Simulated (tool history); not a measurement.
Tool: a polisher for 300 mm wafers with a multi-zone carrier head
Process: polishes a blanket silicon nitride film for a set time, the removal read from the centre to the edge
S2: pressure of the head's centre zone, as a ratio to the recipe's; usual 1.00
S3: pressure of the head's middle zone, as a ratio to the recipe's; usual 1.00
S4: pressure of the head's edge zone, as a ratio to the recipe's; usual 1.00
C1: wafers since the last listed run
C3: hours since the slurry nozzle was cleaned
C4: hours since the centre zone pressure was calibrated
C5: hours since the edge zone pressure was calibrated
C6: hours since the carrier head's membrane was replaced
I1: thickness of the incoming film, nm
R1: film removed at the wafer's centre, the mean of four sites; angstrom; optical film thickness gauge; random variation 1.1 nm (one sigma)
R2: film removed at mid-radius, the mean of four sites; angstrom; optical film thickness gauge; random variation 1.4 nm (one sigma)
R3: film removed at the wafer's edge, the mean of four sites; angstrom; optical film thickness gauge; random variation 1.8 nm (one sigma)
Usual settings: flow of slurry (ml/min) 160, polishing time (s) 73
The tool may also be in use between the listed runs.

{"run": 1, "hour": 0.0, "flow of slurry (ml/min)": 120, "S2": 1.05, "S3": 1.0, "S4": 1.0, "polishing time (s)": 92, "C1": 0, "wafers polished on this pad": 1206, "C3": 303.9, "C4": 80.7, "C5": 142.6, "C6": 469.4, "I1": 374.6, "R1": 1780, "R2": 1746, "R3": 1718}
{"run": 2, "hour": 99.1, "flow of slurry (ml/min)": 160, "S2": 1.0, "S3": 1.0, "S4": 1.0, "polishing time (s)": 73, "C1": 846, "wafers polished on this pad": 2053, "C3": 403.0, "C4": 179.8, "C5": 241.7, "C6": 568.5, "I1": 377.2, "R1": 1414, "R2": 1430, "R3": 1380}
{"run": 3, "hour": 180.9, "flow of slurry (ml/min)": 125, "S2": 1.0, "S3": 0.91, "S4": 1.0, "polishing time (s)": 57, "C1": 698, "wafers polished on this pad": 2752, "C3": 484.8, "C4": 261.6, "C5": 323.5, "C6": 650.3, "I1": 367.1, "R1": 1030, "R2": 996, "R3": 1050}
{"run": 4, "hour": 285.8, "flow of slurry (ml/min)": 160, "S2": 1.0, "S3": 1.0, "S4": 0.88, "polishing time (s)": 89, "C1": 896, "wafers polished on this pad": 3648, "C3": 589.7, "C4": 366.5, "C5": 428.4, "C6": 755.2, "I1": 371.3, "R1": 1657, "R2": 1708, "R3": 1565}
{"run": 5, "hour": 355.3, "flow of slurry (ml/min)": 160, "S2": 1.0, "S3": 1.0, "S4": 1.0, "polishing time (s)": 73, "C1": 593, "wafers polished on this pad": 4242, "C3": 659.2, "C4": 436.0, "C5": 497.9, "C6": 824.7, "I1": 368.7, "R1": 1367, "R2": 1398, "R3": 1363}
{"run": 6, "hour": 394.5, "flow of slurry (ml/min)": 125, "S2": 1.0, "S3": 0.91, "S4": 1.0, "polishing time (s)": 57, "C1": 334, "wafers polished on this pad": 4577, "C3": 698.4, "C4": 475.2, "C5": 537.1, "C6": 863.9, "I1": 369.6, "R1": 1007, "R2": 964, "R3": 1033}
{"run": 7, "hour": 495.0, "flow of slurry (ml/min)": 115, "S2": 1.0, "S3": 1.0, "S4": 1.0, "polishing time (s)": 73, "C1": 858, "wafers polished on this pad": 5436, "C3": 798.9, "C4": 575.7, "C5": 637.6, "C6": 964.4, "I1": 368.0, "R1": 1282, "R2": 1301, "R3": 1313}
{"hour": 508.5, "done": "worn pad replaced by a new one"}
{"run": 8, "hour": 570.8, "flow of slurry (ml/min)": 160, "S2": 1.0, "S3": 1.0, "S4": 0.95, "polishing time (s)": 73, "C1": 613, "wafers polished on this pad": 532, "C3": 874.7, "C4": 651.5, "C5": 713.4, "C6": 1040.2, "I1": 365.9, "R1": 1455, "R2": 1459, "R3": 1418}
{"hour": 632.0, "done": "slurry nozzle cleaned"}
{"run": 9, "hour": 662.1, "flow of slurry (ml/min)": 160, "S2": 1.07, "S3": 1.0, "S4": 0.97, "polishing time (s)": 65, "C1": 771, "wafers polished on this pad": 1304, "C3": 30.1, "C4": 742.8, "C5": 804.7, "C6": 1131.5, "I1": 376.6, "R1": 1356, "R2": 1288, "R3": 1255}
{"run": 10, "hour": 744.0, "flow of slurry (ml/min)": 160, "S2": 1.04, "S3": 1.0, "S4": 1.0, "polishing time (s)": 73, "C1": 699, "wafers polished on this pad": 2003, "C3": 112.0, "C4": 824.7, "C5": 886.6, "C6": 1213.4, "I1": 369.0, "R1": 1452, "R2": 1437, "R3": 1399}
{"hour": 769.7, "done": "centre zone pressure recalibrated"}
{"run": 11, "hour": 788.3, "flow of slurry (ml/min)": 160, "S2": 1.0, "S3": 1.07, "S4": 1.0, "polishing time (s)": 73, "C1": 361, "wafers polished on this pad": 2365, "C3": 156.3, "C4": 18.6, "C5": 930.9, "C6": 1257.7, "I1": 372.8, "R1": 1385, "R2": 1497, "R3": 1404}
{"run": 12, "hour": 873.8, "flow of slurry (ml/min)": 185, "S2": 1.0, "S3": 1.05, "S4": 1.0, "polishing time (s)": 98, "C1": 730, "wafers polished on this pad": 3095, "C3": 241.8, "C4": 104.1, "C5": 1016.4, "C6": 1343.2, "I1": 366.6, "R1": 1882, "R2": 2012, "R3": 1880}
{"hour": 950.4, "done": "edge zone pressure recalibrated"}
{"run": 13, "hour": 977.9, "flow of slurry (ml/min)": 160, "S2": 1.09, "S3": 1.0, "S4": 0.9, "polishing time (s)": 63, "C1": 872, "wafers polished on this pad": 3968, "C3": 345.9, "C4": 208.2, "C5": 27.5, "C6": 1447.3, "I1": 371.4, "R1": 1288, "R2": 1210, "R3": 1159}
{"run": 14, "hour": 1042.1, "flow of slurry (ml/min)": 160, "S2": 1.0, "S3": 1.0, "S4": 1.0, "polishing time (s)": 73, "C1": 548, "wafers polished on this pad": 4516, "C3": 410.1, "C4": 272.4, "C5": 91.7, "C6": 1511.5, "I1": 371.0, "R1": 1356, "R2": 1402, "R3": 1398}
{"run": 15, "hour": 1146.8, "flow of slurry (ml/min)": 200, "S2": 0.94, "S3": 1.08, "S4": 1.0, "polishing time (s)": 55, "C1": 894, "wafers polished on this pad": 5411, "C3": 514.8, "C4": 377.1, "C5": 196.4, "C6": 1616.2, "I1": 371.7, "R1": 1000, "R2": 1131, "R3": 1042}
{"run": 16, "hour": 1207.6, "flow of slurry (ml/min)": 215, "S2": 0.89, "S3": 1.0, "S4": 1.0, "polishing time (s)": 73, "C1": 519, "wafers polished on this pad": 5931, "C3": 575.6, "C4": 437.9, "C5": 257.2, "C6": 1677.0, "I1": 373.1, "R1": 1258, "R2": 1461, "R3": 1387}
{"hour": 1218.4, "done": "carrier head's membrane replaced by a new one"}
{"hour": 1279.2, "done": "worn pad replaced by a new one"}
{"run": 17, "hour": 1289.9, "flow of slurry (ml/min)": 160, "S2": 1.0, "S3": 1.12, "S4": 1.0, "polishing time (s)": 62, "C1": 626, "wafers polished on this pad": 91, "C3": 657.9, "C4": 520.2, "C5": 339.5, "C6": 71.5, "I1": 370.0, "R1": 1237, "R2": 1382, "R3": 1243}
{"run": 18, "hour": 1357.7, "flow of slurry (ml/min)": 125, "S2": 1.12, "S3": 0.88, "S4": 1.0, "polishing time (s)": 73, "C1": 579, "wafers polished on this pad": 670, "C3": 725.7, "C4": 588.0, "C5": 407.3, "C6": 139.3, "I1": 364.4, "R1": 1532, "R2": 1269, "R3": 1391}
{"hour": 1410.5, "done": "slurry nozzle cleaned"}
{"run": 19, "hour": 1438.0, "flow of slurry (ml/min)": 105, "S2": 1.0, "S3": 0.89, "S4": 1.03, "polishing time (s)": 56, "C1": 677, "wafers polished on this pad": 1348, "C3": 27.5, "C4": 668.3, "C5": 487.6, "C6": 219.6, "I1": 373.2, "R1": 989, "R2": 932, "R3": 1045}
{"run": 20, "hour": 1503.8, "flow of slurry (ml/min)": 185, "S2": 1.0, "S3": 1.0, "S4": 1.09, "polishing time (s)": 73, "C1": 562, "wafers polished on this pad": 1910, "C3": 93.3, "C4": 734.1, "C5": 553.4, "C6": 285.4, "I1": 370.6, "R1": 1418, "R2": 1479, "R3": 1495}
{"run": 21, "hour": 1599.0, "flow of slurry (ml/min)": 160, "S2": 1.08, "S3": 1.0, "S4": 0.95, "polishing time (s)": 73, "C1": 813, "wafers polished on this pad": 2723, "C3": 188.5, "C4": 829.3, "C5": 648.6, "C6": 380.6, "I1": 370.9, "R1": 1493, "R2": 1411, "R3": 1365}
{"hour": 1618.5, "done": "centre zone pressure recalibrated"}
{"run": 22, "hour": 1659.8, "flow of slurry (ml/min)": 195, "S2": 1.03, "S3": 1.0, "S4": 1.0, "polishing time (s)": 73, "C1": 502, "wafers polished on this pad": 3226, "C3": 249.3, "C4": 41.3, "C5": 709.4, "C6": 441.4, "I1": 368.7, "R1": 1461, "R2": 1452, "R3": 1394}

Forecast each of these 4 alternatives for the next run:
{"run": "A", "hour": 1660.2, "flow of slurry (ml/min)": 160, "S2": 1.0, "S3": 1.08, "S4": 1.0, "polishing time (s)": 73, "C1": 3, "wafers polished on this pad": 3229, "C3": 249.7, "C4": 41.7, "C5": 709.8, "C6": 441.8, "I1": 372.5, "R1": "?", "R2": "?", "R3": "?"}
{"run": "B", "hour": 1660.2, "flow of slurry (ml/min)": 160, "S2": 1.0, "S3": 1.0, "S4": 1.0, "polishing time (s)": 83, "C1": 3, "wafers polished on this pad": 3229, "C3": 249.7, "C4": 41.7, "C5": 709.8, "C6": 441.8, "I1": 372.5, "R1": "?", "R2": "?", "R3": "?"}
{"run": "C", "hour": 1660.2, "flow of slurry (ml/min)": 160, "S2": 1.0, "S3": 1.0, "S4": 1.09, "polishing time (s)": 73, "C1": 3, "wafers polished on this pad": 3229, "C3": 249.7, "C4": 41.7, "C5": 709.8, "C6": 441.8, "I1": 372.5, "R1": "?", "R2": "?", "R3": "?"}
{"run": "D", "hour": 1660.2, "flow of slurry (ml/min)": 145, "S2": 0.96, "S3": 1.0, "S4": 1.05, "polishing time (s)": 58, "C1": 3, "wafers polished on this pad": 3229, "C3": 249.7, "C4": 41.7, "C5": 709.8, "C6": 441.8, "I1": 372.5, "R1": "?", "R2": "?", "R3": "?"}

run=A R1=1377 R2=1459 R3=1363
run=B R1=1565 R2=1568 R3=1551
run=C R1=1377 R2=1379 R3=1423
run=D R1=1030 R2=1077 R3=1096
Without the tool's hidden state the same runs would have given:
run=A R1=1476 R2=1564 R3=1460
run=B R1=1678 R2=1680 R3=1662
run=C R1=1475 R2=1477 R3=1525
run=D R1=1104 R2=1155 R3=1175
